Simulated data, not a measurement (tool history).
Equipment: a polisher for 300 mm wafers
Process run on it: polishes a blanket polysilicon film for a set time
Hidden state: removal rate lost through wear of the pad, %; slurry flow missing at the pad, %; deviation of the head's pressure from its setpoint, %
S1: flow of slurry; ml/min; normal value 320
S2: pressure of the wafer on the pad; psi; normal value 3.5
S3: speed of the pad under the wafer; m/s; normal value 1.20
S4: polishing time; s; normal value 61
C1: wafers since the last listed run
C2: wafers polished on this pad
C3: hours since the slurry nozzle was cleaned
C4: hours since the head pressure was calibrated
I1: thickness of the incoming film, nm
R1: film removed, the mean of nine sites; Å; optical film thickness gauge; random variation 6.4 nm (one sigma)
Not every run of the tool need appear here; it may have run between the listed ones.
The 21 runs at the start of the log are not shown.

run     day   S1   S2    S3  S4   C1    C2     C3     C4      I1    R1
 22  12.971  395  3.5  1.20  61   73   413  348.1  193.2  2173.1  6285
     13.075  -- slurry nozzle cleaned
 23  13.371  320  3.5  1.20  48   85   498    7.1  202.8  2126.4  4834
 24  15.354  320  4.7  1.20  61  472   971   54.7  250.4  2146.4  8069
 25  15.900  320  4.3  1.20  43  130  1101   67.8  263.5  2099.5  5219
 26  16.188  320  3.5  1.60  72   68  1169   74.7  270.4  2176.3  9476
     16.542  -- worn pad replaced by a new one
 27  16.596  405  4.1  1.20  61   57    13   84.5  280.2  2167.8  7219
 28  17.021  320  3.5  1.52  61  101   114   94.7  290.4  2169.8  7628
 29  17.388  320  3.5  1.20  61   87   201  103.5  299.2  2106.4  6144
 30  18.104  365  4.3  1.20  61  170   372  120.7  316.4  2155.2  7586
 31  18.838  405  3.5  0.90  80  174   547  138.3  334.0  2135.1  6551
 32  19.271  320  3.5  1.20  61  103   650  148.7  344.4  2118.7  6119
 33  19.879  320  3.5  1.20  61  144   795  163.3  359.0  2101.9  6180
 34  20.329  355  2.6  1.60  80  107   902  174.1  369.8  2110.3  7782
 35  21.025  320  2.7  1.00  61  165  1068  190.8  386.5  2108.6  4176
 36  21.704  365  3.5  1.20  61  161  1229  207.1  402.8  2162.2  6173

Each row is a separate what-if for the run after 36, all from the same tool condition, not one after another. Results?
  A  21.721  320  3.5  1.20  47   3  1233  207.5  403.2  2158.5   ?
  B  21.721  430  4.0  1.36  73   3  1233  207.5  403.2  2158.5   ?
  C  21.721  320  4.6  1.54  61   3  1233  207.5  403.2  2158.5   ?
  D  21.721  235  4.7  1.34  46   3  1233  207.5  403.2  2158.5   ?
  E  21.721  320  3.5  0.94  61   3  1233  207.5  403.2  2158.5   ?

run    R1
  A  4737
  B  9466
  C  9842
  D  6524
  E  5018
Stripped of hidden state, with their random variation kept, the same runs would have yielded:
run    R1
  A  4737
  B  9466
  C  9842
  D  6524
  E  5018

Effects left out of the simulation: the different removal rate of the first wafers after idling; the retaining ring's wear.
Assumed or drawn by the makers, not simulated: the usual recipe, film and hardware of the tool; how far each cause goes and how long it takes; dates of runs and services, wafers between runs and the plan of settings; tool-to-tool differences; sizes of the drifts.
